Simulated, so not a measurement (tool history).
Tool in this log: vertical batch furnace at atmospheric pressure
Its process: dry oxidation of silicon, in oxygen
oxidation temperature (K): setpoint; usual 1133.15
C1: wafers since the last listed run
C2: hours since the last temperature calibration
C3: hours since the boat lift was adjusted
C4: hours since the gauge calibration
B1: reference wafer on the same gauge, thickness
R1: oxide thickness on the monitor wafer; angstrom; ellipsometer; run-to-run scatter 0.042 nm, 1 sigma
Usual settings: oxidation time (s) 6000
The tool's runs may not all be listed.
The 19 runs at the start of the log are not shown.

Run 20, day 15.354: usual settings but oxidation temperature (K) 1140.15; C1 70; C2 5045.6; C3 3055.1; C4 472.8; B1 33.61. Result: R1 286.2 angstrom.
At day 15.654: gauge calibrated.
Run 21, day 15.754: usual settings but oxidation temperature (K) 1146.15; C1 65; C2 5055.2; C3 3064.7; C4 2.4; B1 33.6. Result: R1 296 angstrom.
At day 16.842: thermocouples replaced and temperature profile calibrated.
Run 22, day 16.862: usual settings but oxidation temperature (K) 1118.15, oxidation time (s) 7560; C1 17; C2 0.5; C3 3091.3; C4 29; B1 33.61. Result: R1 274.4 angstrom.
Run 23, day 17.104: usual settings but oxidation temperature (K) 1115.15, oxidation time (s) 7080; C1 39; C2 6.3; C3 3097.1; C4 34.8; B1 33.6. Result: R1 266.7 angstrom.
Run 24, day 17.388: usual settings; C1 46; C2 13.1; C3 3103.9; C4 41.6; B1 33.59. Result: R1 276.7 angstrom.
At day 18.792: boat lift adjusted.
Run 25, day 18.812: usual settings but oxidation temperature (K) 1152.15, oxidation time (s) 8280; C1 70; C2 47.3; C3 0.5; C4 75.8; B1 33.6. Result: R1 351.7 angstrom.
Run 26, day 19.054: usual settings but oxidation temperature (K) 1142.15, oxidation time (s) 3870; C1 39; C2 53.1; C3 6.3; C4 81.6; B1 33.6. Result: R1 259.4 angstrom.
Run 27, day 19.296: usual settings but oxidation temperature (K) 1140.15, oxidation time (s) 8010; C1 39; C2 58.9; C3 12.1; C4 87.4; B1 33.61. Result: R1 321.3 angstrom.
Run 28, day 19.708: usual settings but oxidation temperature (K) 1146.15; C1 67; C2 68.8; C3 22; C4 97.3; B1 33.59. Result: R1 300.8 angstrom.
Run 29, day 20.642: usual settings but oxidation time (s) 4860; C1 153; C2 91.2; C3 44.4; C4 119.7; B1 33.61. Result: R1 265.5 angstrom.
Run 30, day 21.275: usual settings but oxidation temperature (K) 1155.15, oxidation time (s) 7530; C1 104; C2 106.4; C3 59.6; C4 134.9; B1 33.61. Result: R1 344.7 angstrom.
Run 31, day 22.296: usual settings but oxidation time (s) 7530; C1 168; C2 130.9; C3 84.1; C4 159.4; B1 33.6. Result: R1 302.7 angstrom.
Run 32, day 23.221: usual settings but oxidation temperature (K) 1150.15, oxidation time (s) 3630; C1 152; C2 153.1; C3 106.3; C4 181.6; B1 33.61. Result: R1 264.2 angstrom.
Run 33, day 23.629: usual settings but oxidation temperature (K) 1153.15, oxidation time (s) 8250; C1 67; C2 162.9; C3 116.1; C4 191.4; B1 33.6. Result: R1 352.5 angstrom.
Run 34, day 24.458: usual settings but oxidation temperature (K) 1110.15, oxidation time (s) 4080; C1 136; C2 182.8; C3 136; C4 211.3; B1 33.59. Result: R1 234.6 angstrom.
Run 35, day 24.908: usual settings but oxidation temperature (K) 1156.15, oxidation time (s) 7560; C1 74; C2 193.6; C3 146.8; C4 222.1; B1 33.61. Result: R1 347.3 angstrom.
Run 36, day 25.871: usual settings but oxidation temperature (K) 1126.15, oxidation time (s) 7140; C1 158; C2 216.7; C3 169.9; C4 245.2; B1 33.59. Result: R1 285.3 angstrom.
Run 37, day 27.638: usual settings but oxidation time (s) 7530; C1 291; C2 259.1; C3 212.3; C4 287.6; B1 33.59. Result: R1 301 angstrom.
Run 38, day 28.412: usual settings but oxidation temperature (K) 1145.15, oxidation time (s) 4590; C1 127; C2 277.7; C3 230.9; C4 306.2; B1 33.61. Result: R1 275.3 angstrom.

Below are 5 alternative next runs, each starting from the tool's condition after run 38. Predict each:
Run A, day 28.658: usual settings but oxidation temperature (K) 1153.15; C1 40; C2 283.6; C3 236.8; C4 312.1; B1 ?. Result: R1 ?.
Run B, day 28.658: usual settings but oxidation temperature (K) 1124.15, oxidation time (s) 7320; C1 40; C2 283.6; C3 236.8; C4 312.1; B1 ?. Result: R1 ?.
Run C, day 28.658: usual settings but oxidation temperature (K) 1109.15, oxidation time (s) 6750; C1 40; C2 283.6; C3 236.8; C4 312.1; B1 ?. Result: R1 ?.
Run D, day 28.658: usual settings but oxidation temperature (K) 1126.15, oxidation time (s) 6750; C1 40; C2 283.6; C3 236.8; C4 312.1; B1 ?. Result: R1 ?.
Run E, day 28.658: usual settings but oxidation temperature (K) 1119.15; C1 40; C2 283.6; C3 236.8; C4 312.1; B1 ?. Result: R1 ?.

run     B1     R1
  A  33.61  312.3
  B  33.61  284.8
  C  33.61  259.6
  D  33.61  280.8
  E  33.61  263.2
With the hidden condition removed and each run's random variation left untouched, the same runs would have given:
run     R1
  A  314.6
  B  286.7
  C    261
  D  282.6
  E  264.7
